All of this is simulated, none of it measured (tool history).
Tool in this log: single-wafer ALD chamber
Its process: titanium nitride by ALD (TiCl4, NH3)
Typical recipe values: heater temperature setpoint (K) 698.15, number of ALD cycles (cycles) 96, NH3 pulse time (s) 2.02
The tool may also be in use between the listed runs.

run,hour,heater temperature setpoint (K),number of ALD cycles (cycles),NH3 pulse time (s),"read-back reference wafer on the same gauge, thickness_nm",mean film thickness on the monitor wafer (angstrom)
1,0,698.15,96,1.66,2.397,23.15
2,14.8,698.15,96,1.66,2.398,23.14
3,27.5,698.15,96,1.66,2.398,23.3
4,40.7,698.15,96,2.02,2.397,23.46
5,69.5,698.15,96,2.02,2.399,23.55
6,99.2,698.15,96,2.02,2.399,23.4
7,120.5,698.15,105,2.02,2.402,25.7
8,156,698.15,105,2.02,2.402,25.72
9,181.6,705.15,96,2.02,2.403,23.49
10,200.9,698.15,96,2.02,2.406,23.58
11,214.2,698.15,96,2.02,2.406,23.56
12,278.9,698.15,96,2.02,2.409,23.49
13,297.5,698.15,96,2.02,2.411,23.58
14,320.3,698.15,96,2.02,2.411,23.61
15,345.7,698.15,96,2.02,2.413,23.7
16,373.1,687.15,96,2.02,2.415,23.58
# hour 396.1: gauge calibrated
17,404.5,698.15,96,1.76,2.391,23.21
18,451.1,698.15,80,2.02,2.39,19.4
19,474.8,704.15,83,1.27,2.391,19.7
20,494.4,688.15,84,2.02,2.391,20.44
21,520.2,698.15,96,2.02,2.392,23.37
22,549,686.15,113,2.02,2.393,27.35
# hour 566.1: thermocouple changed; heater temperature recalibrated
23,572.3,685.15,77,2.02,2.392,18.66
24,586.6,698.15,87,1.67,2.392,20.96
# hour 649.7: showerhead replaced
25,673.5,686.15,113,2.02,2.394,27.45
26,687.5,708.15,104,2.44,2.395,25.6
27,722.4,702.15,96,2.02,2.394,23.37
28,751.5,709.15,96,2.02,2.395,23.42
29,781.5,698.15,103,1.38,2.396,24.62
30,793.7,705.15,77,2.02,2.395,18.78
31,823.4,690.15,83,2.02,2.397,20.17
32,849.8,698.15,103,1.38,2.398,24.53

Alternative continuations, all from the tool just after run 32; predict every row:
A,850.4,698.15,96,1.52,?,?
B,850.4,698.15,96,1.5,?,?
C,850.4,707.15,91,1.31,?,?
D,850.4,686.15,88,1.43,?,?
E,850.4,705.15,102,2.66,?,?

run,"read-back reference wafer on the same gauge, thickness_nm",mean film thickness on the monitor wafer (angstrom)
A,2.397,23.03
B,2.397,23.01
C,2.397,21.67
D,2.397,20.83
E,2.397,25.03
With the hidden condition removed and each run's random variation left untouched, the same runs would have given:
run,mean film thickness on the monitor wafer (angstrom)
A,22.96
B,22.94
C,21.6
D,20.76
E,24.95

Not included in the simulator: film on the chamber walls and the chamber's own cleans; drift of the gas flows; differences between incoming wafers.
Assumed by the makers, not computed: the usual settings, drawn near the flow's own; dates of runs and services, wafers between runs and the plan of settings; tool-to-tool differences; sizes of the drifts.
